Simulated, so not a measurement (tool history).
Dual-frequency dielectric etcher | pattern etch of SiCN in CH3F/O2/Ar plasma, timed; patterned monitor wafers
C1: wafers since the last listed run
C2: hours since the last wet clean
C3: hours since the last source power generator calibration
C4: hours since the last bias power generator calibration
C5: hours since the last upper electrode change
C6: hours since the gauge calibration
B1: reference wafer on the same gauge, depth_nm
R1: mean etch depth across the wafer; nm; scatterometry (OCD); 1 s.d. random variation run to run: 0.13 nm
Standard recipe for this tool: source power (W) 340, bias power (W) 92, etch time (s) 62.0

Run 1, day 0.000: usual settings; C1 0; C2 128.3; C3 615.5; C4 2081.1; C5 2391.0; C6 1322.1; B1 21.35. Result: R1 22.93 nm.
Run 2, day 2.362: usual settings but source power (W) 320, etch time (s) 57.5; C1 714; C2 185.0; C3 672.2; C4 2137.8; C5 2447.7; C6 1378.8; B1 21.32. Result: R1 20.80 nm.
Run 3, day 3.575: usual settings but source power (W) 320, etch time (s) 57.5; C1 366; C2 214.1; C3 701.3; C4 2166.9; C5 2476.8; C6 1407.9; B1 21.29. Result: R1 20.67 nm.
Run 4, day 6.317: usual settings but source power (W) 320, etch time (s) 57.5; C1 828; C2 279.9; C3 767.1; C4 2232.7; C5 2542.6; C6 1473.7; B1 21.35. Result: R1 20.44 nm.
At day 7.800: bias power generator calibrated.
Run 5, day 8.729: usual settings but source power (W) 370, etch time (s) 74.0; C1 678; C2 337.8; C3 825.0; C4 22.3; C5 2600.5; C6 1531.6; B1 21.30. Result: R1 28.51 nm.
Run 6, day 10.558: usual settings; C1 553; C2 381.7; C3 868.9; C4 66.2; C5 2644.4; C6 1575.5; B1 21.36. Result: R1 22.99 nm.
Run 7, day 12.942: usual settings but etch time (s) 74.0; C1 720; C2 438.9; C3 926.1; C4 123.4; C5 2701.6; C6 1632.7; B1 21.33. Result: R1 27.37 nm.
At day 14.083: wet clean of the chamber.
Run 8, day 15.783: usual settings but source power (W) 400; C1 556; C2 40.8; C3 994.3; C4 191.6; C5 2769.8; C6 1700.9; B1 21.35. Result: R1 24.38 nm.
Run 9, day 17.633: usual settings but source power (W) 400; C1 559; C2 85.2; C3 1038.7; C4 236.0; C5 2814.2; C6 1745.3; B1 21.23. Result: R1 24.45 nm.
Run 10, day 20.583: usual settings; C1 891; C2 156.0; C3 1109.5; C4 306.8; C5 2885.0; C6 1816.1; B1 21.32. Result: R1 22.70 nm.
Run 11, day 21.596: usual settings but source power (W) 410, bias power (W) 70, etch time (s) 50.0; C1 306; C2 180.3; C3 1133.8; C4 331.1; C5 2909.3; C6 1840.4; B1 21.32. Result: R1 17.91 nm.
Run 12, day 23.175: usual settings; C1 477; C2 218.2; C3 1171.7; C4 369.0; C5 2947.2; C6 1878.3; B1 21.32. Result: R1 22.92 nm.
Run 13, day 25.725: usual settings but bias power (W) 86, etch time (s) 48.0; C1 770; C2 279.4; C3 1232.9; C4 430.2; C5 3008.4; C6 1939.5; B1 21.29. Result: R1 17.39 nm.
At day 27.946: upper electrode replaced, of another model than before.
Run 14, day 30.783: usual settings; C1 1226; C2 400.8; C3 1354.3; C4 551.6; C5 68.1; C6 2060.9; B1 21.29. Result: R1 22.64 nm.
Run 15, day 31.929: usual settings but source power (W) 360, bias power (W) 76, etch time (s) 53.5; C1 346; C2 428.3; C3 1381.8; C4 579.1; C5 95.6; C6 2088.4; B1 21.36. Result: R1 19.38 nm.
At day 33.458: wet clean of the chamber.
Run 16, day 33.792: usual settings but source power (W) 290, bias power (W) 80, etch time (s) 72.0; C1 260; C2 8.0; C3 1426.5; C4 623.8; C5 140.3; C6 2133.1; B1 21.25. Result: R1 23.41 nm.
Run 17, day 36.504: usual settings; C1 820; C2 73.1; C3 1491.6; C4 688.9; C5 205.4; C6 2198.2; B1 21.26. Result: R1 22.66 nm.
Run 18, day 38.138: usual settings but source power (W) 370, bias power (W) 105, etch time (s) 75.0; C1 493; C2 112.3; C3 1530.8; C4 728.1; C5 244.6; C6 2237.4; B1 21.31. Result: R1 29.07 nm.
Run 19, day 40.617: usual settings but bias power (W) 110; C1 749; C2 171.8; C3 1590.3; C4 787.6; C5 304.1; C6 2296.9; B1 21.26. Result: R1 23.43 nm.
At day 42.550: gauge calibrated.
Run 20, day 42.979: usual settings but source power (W) 260; C1 714; C2 228.5; C3 1647.0; C4 844.3; C5 360.8; C6 10.3; B1 21.29. Result: R1 19.53 nm.
Run 21, day 45.079: usual settings; C1 634; C2 278.9; C3 1697.4; C4 894.7; C5 411.2; C6 60.7; B1 21.30. Result: R1 22.63 nm.
Run 22, day 47.342: usual settings but source power (W) 370, etch time (s) 47.0; C1 684; C2 333.2; C3 1751.7; C4 949.0; C5 465.5; C6 115.0; B1 21.29. Result: R1 18.02 nm.
At day 47.617: source power generator calibrated.
Run 23, day 48.629: usual settings but bias power (W) 106, etch time (s) 48.5; C1 338; C2 364.1; C3 24.3; C4 979.9; C5 496.4; C6 145.9; B1 21.31. Result: R1 18.59 nm.
Run 24, day 49.738: usual settings but source power (W) 290, bias power (W) 98, etch time (s) 67.0; C1 335; C2 390.7; C3 50.9; C4 1006.5; C5 523.0; C6 172.5; B1 21.31. Result: R1 23.23 nm.
Run 25, day 51.333: usual settings; C1 482; C2 429.0; C3 89.2; C4 1044.8; C5 561.3; C6 210.8; B1 21.29. Result: R1 23.13 nm.
At day 53.929: wet clean of the chamber.
Run 26, day 53.950: usual settings; C1 488; C2 0.5; C3 152.0; C4 1107.6; C5 624.1; C6 273.6; B1 21.25. Result: R1 22.88 nm.
Run 27, day 56.721: usual settings; C1 837; C2 67.0; C3 218.5; C4 1174.1; C5 690.6; C6 340.1; B1 21.30. Result: R1 23.09 nm.
Run 28, day 57.917: usual settings; C1 361; C2 95.7; C3 247.2; C4 1202.8; C5 719.3; C6 368.8; B1 21.34. Result: R1 23.02 nm.
Run 29, day 62.283: usual settings; C1 1320; C2 200.5; C3 352.0; C4 1307.6; C5 824.1; C6 473.6; B1 21.30. Result: R1 22.92 nm.
Run 30, day 64.162: usual settings but source power (W) 320, bias power (W) 112, etch time (s) 67.5; C1 568; C2 245.6; C3 397.1; C4 1352.7; C5 869.2; C6 518.7; B1 21.27. Result: R1 25.13 nm.
Run 31, day 66.375: usual settings but bias power (W) 78, etch time (s) 44.5; C1 668; C2 298.7; C3 450.2; C4 1405.8; C5 922.3; C6 571.8; B1 21.29. Result: R1 16.17 nm.

Describe how what the log doesn't record of the tool's condition differs between the last listed run preceding each entry between runs and the first listed run following it.
From run 4 to run 5: bias power generator calibrated (day 7.800)
  source power that arrives over what is set, %: -2.3 -> -2.44
  measured result minus the result with no hidden state, R1: -0.19 -> -0.29 nm
From run 7 to run 8: wet clean of the chamber (day 14.083)
  source power that arrives over what is set, %: -2.69 -> -2.86
  measured result minus the result with no hidden state, R1: -0.30 -> -0.28 nm
From run 13 to run 14: upper electrode replaced, of another model than before (day 27.946)
  source power that arrives over what is set, %: -3.44 -> -3.73
  measured result minus the result with no hidden state, R1: -0.25 -> -0.47 nm
From run 15 to run 16: wet clean of the chamber (day 33.458)
  source power that arrives over what is set, %: -3.8 -> -3.91
  measured result minus the result with no hidden state, R1: -0.42 -> -0.52 nm
From run 19 to run 20: gauge calibrated (day 42.550)
  source power that arrives over what is set, %: -4.31 -> -4.45
  measured result minus the result with no hidden state, R1: -0.57 -> -0.49 nm
From run 22 to run 23: source power generator calibrated (day 47.617)
  source power that arrives over what is set, %: -4.7 -> -0.0581
  measured result minus the result with no hidden state, R1: -0.48 -> -0.01 nm
From run 25 to run 26: wet clean of the chamber (day 53.929)
  source power that arrives over what is set, %: -0.216 -> -0.37
  measured result minus the result with no hidden state, R1: -0.03 -> -0.05 nm
